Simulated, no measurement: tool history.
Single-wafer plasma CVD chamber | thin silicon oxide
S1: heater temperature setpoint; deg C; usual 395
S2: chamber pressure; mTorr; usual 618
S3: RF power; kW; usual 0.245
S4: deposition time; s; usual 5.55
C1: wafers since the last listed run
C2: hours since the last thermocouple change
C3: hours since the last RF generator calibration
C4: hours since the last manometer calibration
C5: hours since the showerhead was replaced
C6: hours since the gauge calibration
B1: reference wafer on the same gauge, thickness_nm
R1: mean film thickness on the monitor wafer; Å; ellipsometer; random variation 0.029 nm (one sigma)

| run | hour | S1 | S2 | S3 | S4 | C1 | C2 | C3 | C4 | C5 | C6 | B1 | R1 |
|---|---|---|---|---|---|---|---|---|---|---|---|---|---|
| 1 | 0.0 | 395 | 538 | 0.245 | 5.55 | 0 | 1432.2 | 60.2 | 2152.7 | 3195.8 | 841.4 | 8.284 | 61.97 |
| 2 | 27.8 | 395 | 538 | 0.245 | 5.55 | 1365 | 1460.0 | 88.0 | 2180.5 | 3223.6 | 869.2 | 8.285 | 62.05 |
| 3 | 45.7 | 395 | 538 | 0.245 | 5.55 | 879 | 1477.9 | 105.9 | 2198.4 | 3241.5 | 887.1 | 8.272 | 61.80 |
| 4 | 72.7 | 395 | 618 | 0.245 | 5.55 | 1326 | 1504.9 | 132.9 | 2225.4 | 3268.5 | 914.1 | 8.270 | 70.96 |
| 5 | 92.9 | 395 | 618 | 0.245 | 5.55 | 992 | 1525.1 | 153.1 | 2245.6 | 3288.7 | 934.3 | 8.267 | 70.92 |
| 6 | 122.5 | 395 | 618 | 0.245 | 5.55 | 1453 | 1554.7 | 182.7 | 2275.2 | 3318.3 | 963.9 | 8.282 | 70.89 |
|  | 142.1 | gauge calibrated |
| 7 | 153.3 | 406 | 618 | 0.245 | 5.55 | 1512 | 1585.5 | 213.5 | 2306.0 | 3349.1 | 11.2 | 8.285 | 70.39 |
| 8 | 175.5 | 395 | 538 | 0.245 | 5.55 | 1090 | 1607.7 | 235.7 | 2328.2 | 3371.3 | 33.4 | 8.284 | 62.04 |
| 9 | 190.5 | 382 | 684 | 0.275 | 6.56 | 736 | 1622.7 | 250.7 | 2343.2 | 3386.3 | 48.4 | 8.280 | 98.74 |
| 10 | 226.0 | 395 | 618 | 0.245 | 5.55 | 1743 | 1658.2 | 286.2 | 2378.7 | 3421.8 | 83.9 | 8.287 | 70.99 |
| 11 | 257.1 | 395 | 618 | 0.210 | 4.65 | 1527 | 1689.3 | 317.3 | 2409.8 | 3452.9 | 115.0 | 8.270 | 55.86 |
|  | 278.4 | capacitance manometer re-zeroed and calibrated |
| 12 | 278.9 | 395 | 618 | 0.270 | 5.55 | 677 | 1711.1 | 339.1 | 0.5 | 3474.7 | 136.8 | 8.287 | 73.82 |
| 13 | 295.3 | 395 | 618 | 0.245 | 5.55 | 805 | 1727.5 | 355.5 | 16.9 | 3491.1 | 153.2 | 8.270 | 70.76 |
| 14 | 319.0 | 395 | 757 | 0.245 | 5.55 | 1164 | 1751.2 | 379.2 | 40.6 | 3514.8 | 176.9 | 8.272 | 86.45 |
| 15 | 337.5 | 395 | 746 | 0.245 | 5.55 | 908 | 1769.7 | 397.7 | 59.1 | 3533.3 | 195.4 | 8.273 | 85.38 |
|  | 357.2 | thermocouple changed; heater temperature recalibrated |
| 16 | 366.8 | 395 | 618 | 0.245 | 5.55 | 1046 | 9.6 | 427.0 | 88.4 | 3562.6 | 224.7 | 8.255 | 70.44 |
| 17 | 402.0 | 381 | 483 | 0.275 | 4.67 | 1729 | 44.8 | 462.2 | 123.6 | 3597.8 | 259.9 | 8.278 | 48.89 |
| 18 | 422.3 | 395 | 618 | 0.230 | 5.55 | 997 | 65.1 | 482.5 | 143.9 | 3618.1 | 280.2 | 8.255 | 68.97 |
|  | 431.9 | showerhead replaced |
| 19 | 452.7 | 400 | 477 | 0.205 | 6.30 | 1100 | 95.5 | 512.9 | 174.3 | 20.8 | 310.6 | 8.294 | 57.13 |
| 20 | 469.4 | 405 | 576 | 0.230 | 6.53 | 820 | 112.2 | 529.6 | 191.0 | 37.5 | 327.3 | 8.268 | 75.17 |
| 21 | 489.8 | 407 | 486 | 0.245 | 5.55 | 1002 | 132.6 | 550.0 | 211.4 | 57.9 | 347.7 | 8.286 | 55.11 |
| 22 | 521.7 | 405 | 618 | 0.245 | 5.55 | 1566 | 164.5 | 581.9 | 243.3 | 89.8 | 379.6 | 8.299 | 70.22 |
| 23 | 553.2 | 395 | 618 | 0.245 | 6.66 | 1547 | 196.0 | 613.4 | 274.8 | 121.3 | 411.1 | 8.291 | 84.35 |
| 24 | 571.0 | 395 | 618 | 0.260 | 5.55 | 874 | 213.8 | 631.2 | 292.6 | 139.1 | 428.9 | 8.280 | 72.12 |
| 25 | 585.3 | 395 | 618 | 0.205 | 6.08 | 702 | 228.1 | 645.5 | 306.9 | 153.4 | 443.2 | 8.267 | 71.84 |
| 26 | 600.4 | 406 | 618 | 0.265 | 5.03 | 741 | 243.2 | 660.6 | 322.0 | 168.5 | 458.3 | 8.255 | 65.07 |
| 27 | 625.8 | 380 | 618 | 0.210 | 5.55 | 1247 | 268.6 | 686.0 | 347.4 | 193.9 | 483.7 | 8.292 | 66.71 |
| 28 | 654.3 | 395 | 565 | 0.245 | 5.01 | 1399 | 297.1 | 714.5 | 375.9 | 222.4 | 512.2 | 8.272 | 58.03 |
| 29 | 678.5 | 395 | 678 | 0.245 | 5.55 | 1188 | 321.3 | 738.7 | 400.1 | 246.6 | 536.4 | 8.287 | 77.53 |
| 30 | 708.3 | 402 | 553 | 0.245 | 6.34 | 1463 | 351.1 | 768.5 | 429.9 | 276.4 | 566.2 | 8.286 | 71.42 |

The tool's hidden state at each run:
wafer temperature above the value expected at the setpoint (K): 0 in every run
true pressure above the setpoint (%): 0 in every run
gauge reads high (%): 0 in every run
H1: delivered RF power above the setpoint (%)
| run | H1 |
|---|---|
| 1 | -0.511 |
| 2 | -0.637 |
| 3 | -0.718 |
| 4 | -0.84 |
| 5 | -0.932 |
| 6 | -1.07 |
| 7 | -1.21 |
| 8 | -1.31 |
| 9 | -1.37 |
| 10 | -1.54 |
| 11 | -1.68 |
| 12 | -1.78 |
| 13 | -1.85 |
| 14 | -1.96 |
| 15 | -2.04 |
| 16 | -2.17 |
| 17 | -2.33 |
| 18 | -2.43 |
| 19 | -2.56 |
| 20 | -2.64 |
| 21 | -2.73 |
| 22 | -2.88 |
| 23 | -3.02 |
| 24 | -3.1 |
| 25 | -3.16 |
| 26 | -3.23 |
| 27 | -3.35 |
| 28 | -3.48 |
| 29 | -3.59 |
| 30 | -3.72 |
